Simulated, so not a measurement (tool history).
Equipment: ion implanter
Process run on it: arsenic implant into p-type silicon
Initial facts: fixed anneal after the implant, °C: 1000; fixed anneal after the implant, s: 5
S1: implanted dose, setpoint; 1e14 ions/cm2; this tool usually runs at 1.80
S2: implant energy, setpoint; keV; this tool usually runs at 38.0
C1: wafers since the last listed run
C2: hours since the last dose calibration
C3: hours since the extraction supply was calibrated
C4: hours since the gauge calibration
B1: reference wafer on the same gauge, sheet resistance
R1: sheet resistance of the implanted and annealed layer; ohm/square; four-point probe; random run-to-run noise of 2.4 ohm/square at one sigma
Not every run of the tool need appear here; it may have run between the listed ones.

run	hour	S1	S2	C1	C2	C3	C4	B1	R1
1	0.0	1.80	28.5	0	106.8	740.6	2004.0	494.10	459.21
2	52.6	1.80	38.0	723	159.4	793.2	2056.6	493.98	433.60
3	218.9	1.80	38.0	2286	325.7	959.5	2222.9	493.76	438.51
4	307.1	1.80	38.0	1212	413.9	1047.7	2311.1	494.49	435.44
5	402.5	2.22	44.5	1311	509.3	1143.1	2406.5	493.90	367.23
6	504.2	2.22	44.5	1398	611.0	1244.8	2508.2	493.97	365.08
7	554.5	2.22	44.5	691	661.3	1295.1	2558.5	493.94	363.20
8	837.4	1.50	47.5	3889	944.2	1578.0	2841.4	493.86	474.37
9	908.9	1.50	47.5	983	1015.7	1649.5	2912.9	494.11	478.03
10	1007.1	1.80	38.0	1350	1113.9	1747.7	3011.1	493.94	435.40
# hour 1069.9: Faraday cup replaced and dose calibrated
# hour 1078.4: gauge calibrated
11	1103.2	1.80	38.0	1211	33.3	1843.8	24.8	493.91	435.12
12	1198.0	1.80	38.0	1303	128.1	1938.6	119.6	494.20	438.96
13	1293.3	1.80	38.0	1310	223.4	2033.9	214.9	494.14	437.01
14	1332.1	1.80	38.0	533	262.2	2072.7	253.7	494.18	431.03
15	1423.0	1.80	38.0	1249	353.1	2163.6	344.6	494.42	433.37
16	1508.8	1.80	38.0	1179	438.9	2249.4	430.4	494.33	436.42
17	1624.6	1.80	38.0	1592	554.7	2365.2	546.2	494.42	433.26
18	1710.9	1.80	38.0	1186	641.0	2451.5	632.5	494.01	436.19
19	1918.8	1.80	38.0	2858	848.9	2659.4	840.4	494.45	434.90
20	1958.0	1.80	38.0	538	888.1	2698.6	879.6	493.43	439.00
# hour 2022.7: Faraday cup replaced and dose calibrated
21	2059.1	1.80	38.0	1280	36.4	2799.7	980.7	494.43	438.25
# hour 2093.2: extraction supply calibrated
22	2124.7	1.80	38.0	791	102.0	31.5	1046.3	494.36	438.38
23	2202.4	2.00	44.0	1068	179.7	109.2	1124.0	494.03	395.87
24	2281.7	2.24	29.5	1090	259.0	188.5	1203.3	493.79	389.13
25	2375.5	1.80	45.5	1289	352.8	282.3	1297.1	493.80	422.38
26	2421.0	1.80	38.0	625	398.3	327.8	1342.6	493.91	440.48
27	2506.2	1.80	38.0	1171	483.5	413.0	1427.8	494.04	434.87
28	2600.8	2.04	38.0	1300	578.1	507.6	1522.4	494.12	397.01
29	2687.1	1.50	38.0	1186	664.4	593.9	1608.7	493.91	495.64
30	2767.6	1.80	46.0	1106	744.9	674.4	1689.2	493.95	421.25
31	2808.4	1.29	34.0	560	785.7	715.2	1730.0	493.88	559.70
32	2902.1	1.80	38.0	1288	879.4	808.9	1823.7	494.14	431.67
33	2943.9	1.80	25.0	574	921.2	850.7	1865.5	493.57	464.18
34	2986.5	1.59	46.5	585	963.8	893.3	1908.1	494.06	456.27
35	3072.5	2.23	47.5	1182	1049.8	979.3	1994.1	494.50	358.53
# hour 3176.2: Faraday cup replaced and dose calibrated
36	3176.7	2.32	43.5	1322	0.5	1083.5	2098.3	494.02	355.92
37	3310.4	1.66	27.5	1838	134.2	1217.2	2232.0	494.15	486.11

What was the tool's hidden state at every run in the log?
deviation of the true dose from the Faraday cup's reading, %: 0 on each run
deviation of the true energy from its setpoint, %: 0 on each run
gauge reads high (%): 0 on each run
